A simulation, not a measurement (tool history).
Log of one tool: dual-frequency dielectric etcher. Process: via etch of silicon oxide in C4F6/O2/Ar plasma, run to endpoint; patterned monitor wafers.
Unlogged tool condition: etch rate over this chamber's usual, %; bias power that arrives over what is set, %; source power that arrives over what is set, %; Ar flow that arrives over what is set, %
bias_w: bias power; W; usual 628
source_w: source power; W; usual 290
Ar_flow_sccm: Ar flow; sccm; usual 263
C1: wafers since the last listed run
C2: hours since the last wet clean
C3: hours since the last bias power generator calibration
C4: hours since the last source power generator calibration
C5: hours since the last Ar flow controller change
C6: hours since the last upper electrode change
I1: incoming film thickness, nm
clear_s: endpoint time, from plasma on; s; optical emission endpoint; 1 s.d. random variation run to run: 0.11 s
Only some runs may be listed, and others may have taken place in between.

Run 1, hour 0.0: usual settings; C1 0; C2 430.7; C3 3841.9; C4 1894.5; C5 5662.0; C6 4925.4; I1 92.5. Result: clear_s 19.1 s.
Run 2, hour 18.1: usual settings but bias_w 677 W, Ar_flow_sccm 295 sccm; C1 229; C2 448.8; C3 3860.0; C4 1912.6; C5 5680.1; C6 4943.5; I1 91.4. Result: clear_s 19.0 s.
Run 3, hour 125.6: usual settings but source_w 240 W; C1 1364; C2 556.3; C3 3967.5; C4 2020.1; C5 5787.6; C6 5051.0; I1 91.1. Result: clear_s 21.1 s.
At hour 158.3: wet clean of the chamber.
Run 4, hour 158.8: usual settings but source_w 240 W; C1 116; C2 0.5; C3 4000.7; C4 2053.3; C5 5820.8; C6 5084.2; I1 92.3. Result: clear_s 22.5 s.
Run 5, hour 159.1: usual settings but source_w 240 W; C1 3; C2 0.8; C3 4001.0; C4 2053.6; C5 5821.1; C6 5084.5; I1 91.7. Result: clear_s 22.3 s.
At hour 166.1: Ar flow controller replaced.
At hour 198.9: upper electrode replaced, of another model than before.
Run 6, hour 199.4: usual settings but bias_w 723 W; C1 130; C2 41.1; C3 4041.3; C4 2093.9; C5 33.3; C6 0.5; I1 91.4. Result: clear_s 19.3 s.
Run 7, hour 217.7: usual settings; C1 232; C2 59.4; C3 4059.6; C4 2112.2; C5 51.6; C6 18.8; I1 91.8. Result: clear_s 19.9 s.
At hour 228.5: bias power generator calibrated.
Run 8, hour 235.0: usual settings; C1 168; C2 76.7; C3 6.5; C4 2129.5; C5 68.9; C6 36.1; I1 91.2. Result: clear_s 19.6 s.
At hour 239.1: source power generator calibrated.
Run 9, hour 252.2: usual settings; C1 167; C2 93.9; C3 23.7; C4 13.1; C5 86.1; C6 53.3; I1 91.5. Result: clear_s 19.7 s.
Run 10, hour 273.1: usual settings but Ar_flow_sccm 291 sccm; C1 265; C2 114.8; C3 44.6; C4 34.0; C5 107.0; C6 74.2; I1 91.6. Result: clear_s 20.0 s.
Run 11, hour 308.3: usual settings; C1 446; C2 150.0; C3 79.8; C4 69.2; C5 142.2; C6 109.4; I1 92.1. Result: clear_s 19.7 s.
Run 12, hour 342.0: usual settings but source_w 250 W; C1 427; C2 183.7; C3 113.5; C4 102.9; C5 175.9; C6 143.1; I1 92.4. Result: clear_s 23.2 s.
Run 13, hour 361.2: usual settings but bias_w 503 W, source_w 270 W, Ar_flow_sccm 304 sccm; C1 243; C2 202.9; C3 132.7; C4 122.1; C5 195.1; C6 162.3; I1 92.0. Result: clear_s 22.4 s.
Run 14, hour 380.3: usual settings but bias_w 519 W, source_w 270 W; C1 242; C2 222.0; C3 151.8; C4 141.2; C5 214.2; C6 181.4; I1 91.1. Result: clear_s 21.4 s.
Run 15, hour 395.0: usual settings but bias_w 555 W, Ar_flow_sccm 319 sccm; C1 186; C2 236.7; C3 166.5; C4 155.9; C5 228.9; C6 196.1; I1 91.9. Result: clear_s 20.5 s.
Run 16, hour 418.0: usual settings but bias_w 677 W, Ar_flow_sccm 295 sccm; C1 292; C2 259.7; C3 189.5; C4 178.9; C5 251.9; C6 219.1; I1 92.3. Result: clear_s 19.7 s.
Run 17, hour 443.8: usual settings but bias_w 769 W, source_w 330 W; C1 327; C2 285.5; C3 215.3; C4 204.7; C5 277.7; C6 244.9; I1 92.0. Result: clear_s 16.7 s.

Here are 3 independent what-if runs from the current tool condition. What would each one return?
Run A, hour 444.2: usual settings but bias_w 764 W; C1 5; C2 285.9; C3 215.7; C4 205.1; C5 278.1; C6 245.3; I1 91.2. Result: clear_s ?.
Run B, hour 444.2: usual settings but Ar_flow_sccm 286 sccm; C1 5; C2 285.9; C3 215.7; C4 205.1; C5 278.1; C6 245.3; I1 91.2. Result: clear_s ?.
Run C, hour 444.2: usual settings but bias_w 749 W, source_w 260 W, Ar_flow_sccm 290 sccm; C1 5; C2 285.9; C3 215.7; C4 205.1; C5 278.1; C6 245.3; I1 91.2. Result: clear_s ?.

run  clear_s
  A     18.5
  B     19.4
  C     21.1
What these runs would have given with no unlogged condition in the tool:
run  clear_s
  A     19.0
  B     19.9
  C     21.7
